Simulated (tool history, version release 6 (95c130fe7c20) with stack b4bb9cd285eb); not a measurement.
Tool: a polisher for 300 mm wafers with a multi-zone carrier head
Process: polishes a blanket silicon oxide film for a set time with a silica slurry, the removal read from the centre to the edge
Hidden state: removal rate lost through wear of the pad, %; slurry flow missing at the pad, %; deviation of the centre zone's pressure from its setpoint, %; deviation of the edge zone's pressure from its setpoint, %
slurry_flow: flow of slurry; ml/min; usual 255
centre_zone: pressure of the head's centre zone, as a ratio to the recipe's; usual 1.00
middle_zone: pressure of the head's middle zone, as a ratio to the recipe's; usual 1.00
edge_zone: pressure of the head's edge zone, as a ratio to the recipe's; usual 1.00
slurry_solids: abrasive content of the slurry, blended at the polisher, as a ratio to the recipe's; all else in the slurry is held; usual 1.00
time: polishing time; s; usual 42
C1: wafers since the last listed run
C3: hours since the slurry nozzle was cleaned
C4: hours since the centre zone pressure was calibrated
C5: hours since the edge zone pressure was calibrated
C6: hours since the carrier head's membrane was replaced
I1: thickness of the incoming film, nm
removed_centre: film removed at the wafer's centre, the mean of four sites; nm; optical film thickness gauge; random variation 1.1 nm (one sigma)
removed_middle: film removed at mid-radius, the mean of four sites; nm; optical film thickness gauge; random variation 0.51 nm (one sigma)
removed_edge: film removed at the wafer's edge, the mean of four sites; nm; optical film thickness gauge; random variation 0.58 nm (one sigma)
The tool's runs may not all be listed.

run 1 hour=0.0 | slurry_flow=255 centre_zone=1.12 middle_zone=1.05 edge_zone=1.00 slurry_solids=1.00 time=37 | C1=0 wafers_polished_on_this_pad=4951 C3=354.2 C4=66.7 C5=229.8 C6=565.3 | I1=1601.7 | removed_centre=74.1 removed_middle=69.1 removed_edge=69.0
run 2 hour=231.6 | slurry_flow=255 centre_zone=1.00 middle_zone=1.11 edge_zone=1.00 slurry_solids=1.00 time=29 | C1=3132 wafers_polished_on_this_pad=8083 C3=585.8 C4=298.3 C5=461.4 C6=796.9 | I1=1610.7 | removed_centre=48.5 removed_middle=56.3 removed_edge=54.7
run 3 hour=283.4 | slurry_flow=255 centre_zone=1.00 middle_zone=1.00 edge_zone=1.00 slurry_solids=1.00 time=42 | C1=700 wafers_polished_on_this_pad=8784 C3=637.6 C4=350.1 C5=513.2 C6=848.7 | I1=1558.3 | removed_centre=71.6 removed_middle=74.6 removed_edge=77.4
run 4 hour=357.6 | slurry_flow=180 centre_zone=1.00 middle_zone=1.07 edge_zone=1.11 slurry_solids=0.70 time=42 | C1=1003 wafers_polished_on_this_pad=9788 C3=711.8 C4=424.3 C5=587.4 C6=922.9 | I1=1569.6 | removed_centre=52.9 removed_middle=59.3 removed_edge=62.2
run 5 hour=446.8 | slurry_flow=255 centre_zone=1.00 middle_zone=1.00 edge_zone=1.00 slurry_solids=1.00 time=42 | C1=1206 wafers_polished_on_this_pad=10994 C3=801.0 C4=513.5 C5=676.6 C6=1012.1 | I1=1586.1 | removed_centre=69.6 removed_middle=74.4 removed_edge=78.3
-- hour=537.4 slurry nozzle cleaned
run 6 hour=539.4 | slurry_flow=255 centre_zone=1.00 middle_zone=1.00 edge_zone=1.00 slurry_solids=1.00 time=42 | C1=1239 wafers_polished_on_this_pad=12233 C3=2.0 C4=606.1 C5=769.2 C6=1104.7 | I1=1597.8 | removed_centre=68.8 removed_middle=74.3 removed_edge=77.5
-- hour=578.9 edge zone pressure recalibrated
-- hour=583.8 worn pad replaced by a new one
run 7 hour=613.0 | slurry_flow=255 centre_zone=0.96 middle_zone=1.00 edge_zone=1.00 slurry_solids=1.00 time=38 | C1=914 wafers_polished_on_this_pad=394 C3=75.6 C4=679.7 C5=34.1 C6=1178.3 | I1=1567.5 | removed_centre=58.6 removed_middle=67.6 removed_edge=70.7
run 8 hour=658.2 | slurry_flow=255 centre_zone=1.10 middle_zone=1.00 edge_zone=1.00 slurry_solids=0.80 time=42 | C1=611 wafers_polished_on_this_pad=1006 C3=120.8 C4=724.9 C5=79.3 C6=1223.5 | I1=1590.1 | removed_centre=67.3 removed_middle=68.2 removed_edge=71.2
run 9 hour=749.8 | slurry_flow=180 centre_zone=1.00 middle_zone=1.00 edge_zone=1.00 slurry_solids=1.00 time=35 | C1=1239 wafers_polished_on_this_pad=2245 C3=212.4 C4=816.5 C5=170.9 C6=1315.1 | I1=1578.5 | removed_centre=46.0 removed_middle=52.9 removed_edge=58.6
-- hour=754.9 centre zone pressure recalibrated
run 10 hour=856.8 | slurry_flow=255 centre_zone=1.00 middle_zone=1.00 edge_zone=1.00 slurry_solids=1.00 time=42 | C1=1420 wafers_polished_on_this_pad=3665 C3=319.4 C4=101.9 C5=277.9 C6=1422.1 | I1=1565.1 | removed_centre=73.6 removed_middle=75.1 removed_edge=78.5
-- hour=935.1 carrier head's membrane replaced by a new one
run 11 hour=948.5 | slurry_flow=255 centre_zone=1.00 middle_zone=1.07 edge_zone=0.90 slurry_solids=1.00 time=42 | C1=1172 wafers_polished_on_this_pad=4838 C3=411.1 C4=193.6 C5=369.6 C6=13.4 | I1=1601.7 | removed_centre=72.0 removed_middle=79.1 removed_edge=74.8
run 12 hour=997.8 | slurry_flow=255 centre_zone=1.00 middle_zone=1.00 edge_zone=1.00 slurry_solids=1.00 time=42 | C1=666 wafers_polished_on_this_pad=5505 C3=460.4 C4=242.9 C5=418.9 C6=62.7 | I1=1556.0 | removed_centre=72.3 removed_middle=74.8 removed_edge=77.7
run 13 hour=1073.6 | slurry_flow=295 centre_zone=1.08 middle_zone=1.00 edge_zone=1.00 slurry_solids=1.15 time=52 | C1=1025 wafers_polished_on_this_pad=6530 C3=536.2 C4=318.7 C5=494.7 C6=138.5 | I1=1558.0 | removed_centre=103.5 removed_middle=99.4 removed_edge=103.5
run 14 hour=1111.5 | slurry_flow=255 centre_zone=1.04 middle_zone=1.00 edge_zone=1.00 slurry_solids=1.00 time=28 | C1=512 wafers_polished_on_this_pad=7042 C3=574.1 C4=356.6 C5=532.6 C6=176.4 | I1=1603.5 | removed_centre=48.7 removed_middle=50.3 removed_edge=52.1
run 15 hour=1218.7 | slurry_flow=255 centre_zone=1.00 middle_zone=1.00 edge_zone=1.11 slurry_solids=1.20 time=49 | C1=1450 wafers_polished_on_this_pad=8493 C3=681.3 C4=463.8 C5=639.8 C6=283.6 | I1=1602.6 | removed_centre=85.0 removed_middle=93.1 removed_edge=101.2
run 16 hour=1306.6 | slurry_flow=305 centre_zone=1.00 middle_zone=1.06 edge_zone=1.11 slurry_solids=1.00 time=38 | C1=1188 wafers_polished_on_this_pad=9682 C3=769.2 C4=551.7 C5=727.7 C6=371.5 | I1=1579.5 | removed_centre=64.6 removed_middle=73.4 removed_edge=74.8
-- hour=1343.2 worn pad replaced by a new one
run 17 hour=1378.8 | slurry_flow=175 centre_zone=1.00 middle_zone=1.00 edge_zone=0.92 slurry_solids=1.20 time=42 | C1=922 wafers_polished_on_this_pad=481 C3=841.4 C4=623.9 C5=799.9 C6=443.7 | I1=1542.4 | removed_centre=60.3 removed_middle=67.9 removed_edge=71.4
run 18 hour=1474.8 | slurry_flow=255 centre_zone=0.91 middle_zone=1.00 edge_zone=1.12 slurry_solids=1.10 time=42 | C1=1298 wafers_polished_on_this_pad=1780 C3=937.4 C4=719.9 C5=895.9 C6=539.7 | I1=1583.9 | removed_centre=63.5 removed_middle=78.1 removed_edge=85.3
-- hour=1510.4 edge zone pressure recalibrated
-- hour=1545.4 slurry nozzle cleaned
-- hour=1573.0 centre zone pressure recalibrated
run 19 hour=1754.6 | slurry_flow=255 centre_zone=1.00 middle_zone=1.00 edge_zone=1.00 slurry_solids=1.00 time=42 | C1=3717 wafers_polished_on_this_pad=5497 C3=209.2 C4=181.6 C5=244.2 C6=819.5 | I1=1592.5 | removed_centre=72.5 removed_middle=74.7 removed_edge=76.6
run 20 hour=1823.6 | slurry_flow=255 centre_zone=0.96 middle_zone=1.00 edge_zone=1.00 slurry_solids=1.15 time=42 | C1=933 wafers_polished_on_this_pad=6430 C3=278.2 C4=250.6 C5=313.2 C6=888.5 | I1=1547.2 | removed_centre=72.8 removed_middle=78.8 removed_edge=81.4

Measured less the same run without the tool's hidden state. The same run-to-run variation is in both; the gauge's scatter may not be:
run=1 removed_centre=-0.1
run=2 removed_centre=-1.7
run=3 removed_centre=-3.0
run=4 removed_centre=-2.8
run=5 removed_centre=-4.6
run=6 removed_centre=-5.7
run=7 removed_centre=-5.5
run=8 removed_centre=-6.8
run=9 removed_centre=-5.4
run=10 removed_centre=-0.9
run=11 removed_centre=-2.0
run=12 removed_centre=-2.4
run=13 removed_centre=-4.7
run=14 removed_centre=-2.5
run=15 removed_centre=-5.7
run=16 removed_centre=-5.2
run=17 removed_centre=-5.6
run=18 removed_centre=-6.9
run=19 removed_centre=-1.9
run=20 removed_centre=-2.6
removed_middle: within 0.1 nm of the measured result in every run.
removed_edge: 0 in every run.

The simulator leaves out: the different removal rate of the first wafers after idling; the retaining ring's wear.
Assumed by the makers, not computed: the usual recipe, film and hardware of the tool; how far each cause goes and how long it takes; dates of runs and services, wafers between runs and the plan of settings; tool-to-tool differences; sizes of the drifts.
